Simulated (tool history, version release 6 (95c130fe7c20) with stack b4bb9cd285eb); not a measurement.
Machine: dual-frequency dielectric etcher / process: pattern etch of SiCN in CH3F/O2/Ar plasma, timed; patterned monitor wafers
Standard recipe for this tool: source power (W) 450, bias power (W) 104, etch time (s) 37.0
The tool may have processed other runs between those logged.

run     day  source power (W)  bias power (W)  etch time (s)  read-back reference wafer on the same gauge, depth_nm  mean etch depth across the wafer (Å)
  1   0.000               450             104           37.0                                                  18.29                                 169.9
  2   1.000               450             104           37.0                                                  18.31                                 169.0
      2.275  -- wet clean of the chamber
  3   2.296               450             104           37.0                                                  18.31                                 170.2
  4   3.233               500             104           37.0                                                  18.31                                 173.9
  5   4.042               450             104           37.0                                                  18.33                                 170.2
  6   5.538               450             104           37.0                                                  18.34                                 170.6
  7   6.275               450             104           37.0                                                  18.35                                 170.7
  8   7.062               450             115           37.0                                                  18.37                                 175.5
  9   7.883               450             115           37.0                                                  18.35                                 175.5
 10   8.771               450             104           37.0                                                  18.37                                 170.9
     10.138  -- upper electrode replaced
 11  10.158               450             104           37.0                                                  18.38                                 171.4
 12  10.500               450             104           37.0                                                  18.39                                 171.0
 13  11.683               480             104           37.0                                                  18.40                                 173.3
 14  12.346               480             104           37.0                                                  18.41                                 173.8
     12.908  -- source power generator calibrated
 15  13.796               450             104           37.0                                                  18.43                                 170.1
     13.808  -- gauge calibrated
     14.754  -- bias power generator calibrated
 16  15.171               450             104           45.0                                                  18.01                                 202.7
 17  16.200               520              82           37.0                                                  18.01                                 163.3
 18  17.100               400             104           27.5                                                  18.01                                 121.1
 19  18.450               400             113           29.5                                                  18.02                                 133.5
 20  19.525               450             104           37.0                                                  18.06                                 168.2
 21  20.038               450             104           37.0                                                  18.05                                 167.9
 22  20.817               450             104           37.0                                                  18.07                                 167.8
 23  21.567               450             130           29.5                                                  18.06                                 141.9
     22.688  -- wet clean of the chamber
 24  22.754               350             113           32.5                                                  18.08                                 142.7
 25  26.071               380             113           43.5                                                  18.11                                 194.6
 26  27.021               520             111           40.0                                                  18.12                                 191.3
 27  28.117               450             104           37.0                                                  18.13                                 168.1
 28  28.858               450             104           37.0                                                  18.13                                 168.2
 29  29.738               450             104           37.0                                                  18.15                                 168.3
 30  30.750               500             123           46.0                                                  18.15                                 224.8

For each run, the measured value with the value that run would have given without the tool's hidden condition subtracted. The run-to-run variation is shared by both, the gauge scatter possibly not:
The tool's hidden condition here consists of: etch rate over this chamber's usual, %; source power that arrives over what is set, %; bias power that arrives over what is set, %; gauge reads high (%).
run  mean etch depth across the wafer (Å)
  1                                  +2.7
  2                                  +2.7
  3                                  +2.9
  4                                  +3.0
  5                                  +3.0
  6                                  +3.2
  7                                  +3.3
  8                                  +3.4
  9                                  +3.5
 10                                  +3.5
 11                                  +3.6
 12                                  +3.7
 13                                  +3.8
 14                                  +3.9
 15                                  +3.9
 16                                  +0.0
 17                                  +0.1
 18                                  +0.1
 19                                  +0.3
 20                                  +0.4
 21                                  +0.4
 22                                  +0.5
 23                                  +0.5
 24                                  +0.6
 25                                  +1.2
 26                                  +1.3
 27                                  +1.2
 28                                  +1.3
 29                                  +1.4
 30                                  +1.9
